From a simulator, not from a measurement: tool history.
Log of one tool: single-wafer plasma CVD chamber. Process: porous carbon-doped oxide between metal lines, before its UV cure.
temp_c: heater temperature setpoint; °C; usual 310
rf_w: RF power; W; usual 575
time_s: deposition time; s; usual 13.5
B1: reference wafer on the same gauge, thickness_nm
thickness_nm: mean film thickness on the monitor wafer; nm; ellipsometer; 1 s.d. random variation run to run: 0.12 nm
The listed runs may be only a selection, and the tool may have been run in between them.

{"run": 1, "hour": 0.0, "temp_c": 310, "rf_w": 575, "time_s": 13.5, "B1": 85.802, "thickness_nm": 77.883}
{"run": 2, "hour": 8.6, "temp_c": 310, "rf_w": 575, "time_s": 13.5, "B1": 85.815, "thickness_nm": 78.015}
{"run": 3, "hour": 17.4, "temp_c": 310, "rf_w": 575, "time_s": 12.7, "B1": 85.786, "thickness_nm": 73.627}
{"run": 4, "hour": 34.2, "temp_c": 310, "rf_w": 575, "time_s": 12.7, "B1": 85.788, "thickness_nm": 73.516}
{"run": 5, "hour": 43.6, "temp_c": 310, "rf_w": 575, "time_s": 12.7, "B1": 85.806, "thickness_nm": 73.642}
{"run": 6, "hour": 56.1, "temp_c": 310, "rf_w": 575, "time_s": 13.5, "B1": 85.788, "thickness_nm": 77.894}
{"run": 7, "hour": 62.6, "temp_c": 310, "rf_w": 540, "time_s": 13.5, "B1": 85.81, "thickness_nm": 75.063}
{"run": 8, "hour": 74.8, "temp_c": 310, "rf_w": 575, "time_s": 13.5, "B1": 85.789, "thickness_nm": 78.067}
{"run": 9, "hour": 87.7, "temp_c": 310, "rf_w": 575, "time_s": 13.5, "B1": 85.787, "thickness_nm": 78.018}
{"hour": 98.5, "done": "RF generator calibrated"}
{"run": 10, "hour": 99.8, "temp_c": 310, "rf_w": 575, "time_s": 13.5, "B1": 85.833, "thickness_nm": 81.318}
{"run": 11, "hour": 116.3, "temp_c": 304, "rf_w": 575, "time_s": 13.5, "B1": 85.792, "thickness_nm": 84.731}
{"run": 12, "hour": 133.1, "temp_c": 304, "rf_w": 575, "time_s": 13.5, "B1": 85.793, "thickness_nm": 84.911}
{"run": 13, "hour": 150.6, "temp_c": 297, "rf_w": 670, "time_s": 15, "B1": 85.8, "thickness_nm": 107.609}
{"hour": 159.3, "done": "showerhead replaced"}
{"run": 14, "hour": 159.8, "temp_c": 304, "rf_w": 575, "time_s": 13.5, "B1": 85.8, "thickness_nm": 84.509}
{"run": 15, "hour": 165.5, "temp_c": 299, "rf_w": 575, "time_s": 11.3, "B1": 85.786, "thickness_nm": 73.833}
{"run": 16, "hour": 174.7, "temp_c": 321, "rf_w": 615, "time_s": 14.2, "B1": 85.795, "thickness_nm": 83.158}
{"run": 17, "hour": 185.3, "temp_c": 310, "rf_w": 575, "time_s": 13.5, "B1": 85.814, "thickness_nm": 81.268}
{"run": 18, "hour": 198.2, "temp_c": 310, "rf_w": 575, "time_s": 11.6, "B1": 85.805, "thickness_nm": 70.348}
{"hour": 208.1, "done": "gauge calibrated"}
{"hour": 220.9, "done": "thermocouple changed; heater temperature recalibrated"}
{"run": 19, "hour": 221.4, "temp_c": 297, "rf_w": 610, "time_s": 14.5, "B1": 85.796, "thickness_nm": 94.882}
{"run": 20, "hour": 232.2, "temp_c": 310, "rf_w": 575, "time_s": 13.5, "B1": 85.811, "thickness_nm": 79.052}
{"run": 21, "hour": 246.9, "temp_c": 321, "rf_w": 575, "time_s": 13.5, "B1": 85.798, "thickness_nm": 74.221}
{"run": 22, "hour": 256.7, "temp_c": 322, "rf_w": 520, "time_s": 11.7, "B1": 85.809, "thickness_nm": 60.466}
{"run": 23, "hour": 267.0, "temp_c": 298, "rf_w": 540, "time_s": 14.7, "B1": 85.811, "thickness_nm": 89.199}
{"run": 24, "hour": 302.8, "temp_c": 310, "rf_w": 575, "time_s": 13.5, "B1": 85.798, "thickness_nm": 79.007}

What was the tool's hidden state at every run in the log?
gauge reads high (%): 0 across all the runs
H1: wafer temperature above the value expected at the setpoint (K)
H2: delivered RF power above the setpoint (%)
run=1 H1=-4.42 H2=-7.39
run=2 H1=-4.43 H2=-7.42
run=3 H1=-4.44 H2=-7.45
run=4 H1=-4.46 H2=-7.51
run=5 H1=-4.47 H2=-7.55
run=6 H1=-4.48 H2=-7.59
run=7 H1=-4.49 H2=-7.62
run=8 H1=-4.5 H2=-7.66
run=9 H1=-4.51 H2=-7.71
run=10 H1=-4.52 H2=-0.468
run=11 H1=-4.53 H2=-0.529
run=12 H1=-4.55 H2=-0.591
run=13 H1=-4.56 H2=-0.656
run=14 H1=-4.57 H2=-0.69
run=15 H1=-4.57 H2=-0.711
run=16 H1=-4.58 H2=-0.745
run=17 H1=-4.59 H2=-0.784
run=18 H1=-4.59 H2=-0.832
run=19 H1=0.229 H2=-0.918
run=20 H1=0.103 H2=-0.958
run=21 H1=-0.0636 H2=-1.01
run=22 H1=-0.171 H2=-1.05
run=23 H1=-0.282 H2=-1.09
run=24 H1=-0.645 H2=-1.22

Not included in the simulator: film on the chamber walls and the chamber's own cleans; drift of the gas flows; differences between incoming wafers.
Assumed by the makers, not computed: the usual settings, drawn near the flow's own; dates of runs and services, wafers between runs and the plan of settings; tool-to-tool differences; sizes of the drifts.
